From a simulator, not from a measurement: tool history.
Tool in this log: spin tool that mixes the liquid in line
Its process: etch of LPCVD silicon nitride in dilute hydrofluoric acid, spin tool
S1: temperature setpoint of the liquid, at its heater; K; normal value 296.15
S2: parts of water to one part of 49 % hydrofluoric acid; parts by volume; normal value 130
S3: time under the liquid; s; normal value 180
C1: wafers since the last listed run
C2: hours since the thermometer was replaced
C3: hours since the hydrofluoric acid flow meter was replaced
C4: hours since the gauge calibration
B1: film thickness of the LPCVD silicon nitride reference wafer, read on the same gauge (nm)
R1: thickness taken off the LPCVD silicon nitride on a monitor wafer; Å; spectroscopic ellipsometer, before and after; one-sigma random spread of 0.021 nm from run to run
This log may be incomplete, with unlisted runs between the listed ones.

| run | hour | S1 | S2 | S3 | C1 | C2 | C3 | C4 | B1 | R1 |
|---|---|---|---|---|---|---|---|---|---|---|
| 1 | 0.0 | 296.15 | 130 | 210 | 0 | 1523.5 | 2005.9 | 400.9 | 139.965 | 8.08 |
| 2 | 28.5 | 296.15 | 130 | 210 | 144 | 1552.0 | 2034.4 | 429.4 | 139.989 | 8.05 |
| 3 | 55.3 | 296.15 | 160 | 180 | 136 | 1578.8 | 2061.2 | 456.2 | 140.007 | 5.81 |
| 4 | 134.7 | 296.15 | 130 | 180 | 403 | 1658.2 | 2140.6 | 535.6 | 140.028 | 6.65 |
| 5 | 152.0 | 296.15 | 130 | 180 | 87 | 1675.5 | 2157.9 | 552.9 | 140.026 | 7.25 |
| 6 | 172.3 | 296.15 | 130 | 180 | 103 | 1695.8 | 2178.2 | 573.2 | 140.008 | 7.02 |
| 7 | 199.9 | 296.15 | 130 | 180 | 140 | 1723.4 | 2205.8 | 600.8 | 139.999 | 6.68 |
| 8 | 212.6 | 296.15 | 130 | 180 | 64 | 1736.1 | 2218.5 | 613.5 | 139.955 | 6.59 |
| 9 | 228.1 | 296.15 | 105 | 180 | 78 | 1751.6 | 2234.0 | 629.0 | 140.003 | 8.53 |
|  | 279.8 | gauge calibrated |
| 10 | 302.3 | 296.15 | 130 | 180 | 376 | 1825.8 | 2308.2 | 22.5 | 139.950 | 6.88 |
| 11 | 337.2 | 296.15 | 130 | 180 | 177 | 1860.7 | 2343.1 | 57.4 | 140.035 | 6.82 |
| 12 | 356.9 | 296.15 | 130 | 180 | 99 | 1880.4 | 2362.8 | 77.1 | 140.009 | 7.00 |
| 13 | 381.4 | 296.15 | 130 | 180 | 124 | 1904.9 | 2387.3 | 101.6 | 140.014 | 6.64 |
| 14 | 394.5 | 296.15 | 130 | 180 | 66 | 1918.0 | 2400.4 | 114.7 | 139.954 | 6.78 |
| 15 | 429.7 | 294.15 | 130 | 180 | 178 | 1953.2 | 2435.6 | 149.9 | 139.987 | 5.96 |
| 16 | 456.6 | 298.15 | 130 | 260 | 136 | 1980.1 | 2462.5 | 176.8 | 139.971 | 11.53 |
| 17 | 492.4 | 291.65 | 100 | 180 | 181 | 2015.9 | 2498.3 | 212.6 | 140.020 | 6.53 |
| 18 | 512.6 | 296.15 | 130 | 180 | 102 | 2036.1 | 2518.5 | 232.8 | 140.017 | 6.52 |
| 19 | 525.0 | 299.15 | 130 | 180 | 62 | 2048.5 | 2530.9 | 245.2 | 139.974 | 8.55 |
|  | 543.7 | hydrofluoric acid flow meter replaced |
| 20 | 544.1 | 296.15 | 130 | 180 | 91 | 2067.6 | 0.4 | 264.3 | 139.987 | 6.73 |
| 21 | 559.3 | 296.15 | 130 | 180 | 77 | 2082.8 | 15.6 | 279.5 | 140.007 | 6.74 |
| 22 | 576.8 | 298.15 | 130 | 260 | 88 | 2100.3 | 33.1 | 297.0 | 140.019 | 11.41 |
|  | 589.4 | thermometer replaced |
| 23 | 595.3 | 296.15 | 75 | 180 | 88 | 5.9 | 51.6 | 315.5 | 140.047 | 11.81 |
| 24 | 619.2 | 296.15 | 130 | 125 | 121 | 29.8 | 75.5 | 339.4 | 140.031 | 4.54 |
| 25 | 654.5 | 293.65 | 130 | 270 | 179 | 65.1 | 110.8 | 374.7 | 139.986 | 8.98 |
| 26 | 688.8 | 299.15 | 80 | 130 | 174 | 99.4 | 145.1 | 409.0 | 140.053 | 9.77 |
| 27 | 717.1 | 292.15 | 165 | 120 | 143 | 127.7 | 173.4 | 437.3 | 140.012 | 2.87 |
| 28 | 744.8 | 300.15 | 130 | 240 | 140 | 155.4 | 201.1 | 465.0 | 140.037 | 11.46 |

Each row is a separate what-if for the run after 28, all from the same tool condition, not one after another. Results?
| A | 745.3 | 301.15 | 130 | 180 | 2 | 155.9 | 201.6 | 465.5 | ? | ? |
| B | 745.3 | 298.15 | 160 | 255 | 2 | 155.9 | 201.6 | 465.5 | ? | ? |
| C | 745.3 | 301.15 | 160 | 275 | 2 | 155.9 | 201.6 | 465.5 | ? | ? |

| run | B1 | R1 |
|---|---|---|
| A | 140.021 | 9.54 |
| B | 140.021 | 9.09 |
| C | 140.021 | 11.84 |
Stripped of hidden state, with their random variation kept, the same runs would have yielded:
| run | R1 |
|---|---|
| A | 9.54 |
| B | 9.09 |
| C | 11.84 |
